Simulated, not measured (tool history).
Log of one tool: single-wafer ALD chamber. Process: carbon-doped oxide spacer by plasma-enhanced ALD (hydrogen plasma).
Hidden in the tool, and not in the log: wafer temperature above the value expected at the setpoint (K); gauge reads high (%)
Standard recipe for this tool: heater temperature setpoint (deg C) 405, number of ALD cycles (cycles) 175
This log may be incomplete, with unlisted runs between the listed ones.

run,hour,heater temperature setpoint (deg C),number of ALD cycles (cycles),wafers since the last listed run,hours since the last thermocouple change,hours since the gauge calibration,"read-back reference wafer on the same gauge, thickness_nm",mean film thickness on the monitor wafer (nm)
1,0,405,197,0,472,106.4,10.651,10.098
2,15.3,405,197,45,487.3,121.7,10.652,10.11
3,27.6,405,197,36,499.6,134,10.649,10.083
4,62.3,405,175,102,534.3,168.7,10.645,8.959
5,93.1,405,175,91,565.1,199.5,10.651,8.913
6,120.2,405,175,80,592.2,226.6,10.649,8.929
7,138.7,405,175,54,610.7,245.1,10.647,8.937
8,199.6,405,175,180,671.6,306,10.652,8.975
9,226.2,405,156,78,698.2,332.6,10.649,7.981
10,248.6,405,156,66,720.6,355,10.655,7.934
11,278.5,405,156,88,750.5,384.9,10.652,7.977
12,305.3,405,175,79,777.3,411.7,10.645,8.906
13,321.3,405,175,47,793.3,427.7,10.651,8.93
14,345.5,405,175,71,817.5,451.9,10.65,8.911
15,362.6,405,175,50,834.6,469,10.65,8.928
16,384.2,405,175,64,856.2,490.6,10.651,8.933
17,401.7,405,175,51,873.7,508.1,10.649,8.924
18,420.3,405,154,55,892.3,526.7,10.651,7.812
19,438.6,405,154,54,910.6,545,10.652,7.863
20,464.7,412,186,77,936.7,571.1,10.65,9.254
21,480.8,398,175,47,952.8,587.2,10.647,9.098
22,515.7,411,175,103,987.7,622.1,10.651,8.752
23,532.4,405,162,49,1004.4,638.8,10.647,8.235
24,548.4,405,175,47,1020.4,654.8,10.653,8.862
25,560.7,399,186,36,1032.7,667.1,10.649,9.646
26,574.1,397,208,39,1046.1,680.5,10.646,10.797
27,590.4,413,197,48,1062.4,696.8,10.65,9.794
28,614.1,392,195,70,1086.1,720.5,10.656,10.139
29,633.4,405,175,57,1105.4,739.8,10.646,8.895
30,660.7,405,175,80,1132.7,767.1,10.648,8.883
31,686.5,416,184,76,1158.5,792.9,10.654,9.065
32,718.1,397,165,93,1190.1,824.5,10.648,8.514
33,740.7,405,175,67,1212.7,847.1,10.65,8.892
34,760.9,393,146,59,1232.9,867.3,10.646,7.572
35,792.1,419,175,92,1264.1,898.5,10.646,8.543
# hour 792.8: gauge calibrated
36,806.3,414,175,42,1278.3,13.5,10.651,8.685
37,821.7,401,190,45,1293.7,28.9,10.649,9.791
# hour 855.2: thermocouple changed; heater temperature recalibrated
38,855.7,405,175,77,0.5,62.9,10.649,9.009
39,871,405,175,45,15.8,78.2,10.648,9.033
40,883.4,419,198,36,28.2,90.6,10.653,9.806
41,897.6,405,152,42,42.4,104.8,10.646,7.814
42,945.3,399,186,141,90.1,152.5,10.65,9.703
43,969.4,397,208,71,114.2,176.6,10.649,10.885
44,1058,420,143,262,202.8,265.2,10.654,7.031
45,1074.8,405,196,49,219.6,282,10.651,10.028
46,1098.4,396,175,70,243.2,305.6,10.651,9.106

For each entry between runs, how does the tool's hidden state at the last listed run before it compare with that at the first listed run after it?
In the gap between runs 35 and 36: gauge calibrated (hour 792.8)
  wafer temperature above the value expected at the setpoint (K): 4.21 -> 4.27
  the result without the hidden state subtracted from the measured one, mean film thickness on the monitor wafer (nm): -0.101 -> -0.103
In the gap between runs 37 and 38: thermocouple changed; heater temperature recalibrated (hour 855.2)
  wafer temperature above the value expected at the setpoint (K): 4.33 -> -1.45
  the result without the hidden state subtracted from the measured one, mean film thickness on the monitor wafer (nm): -0.114 -> +0.035
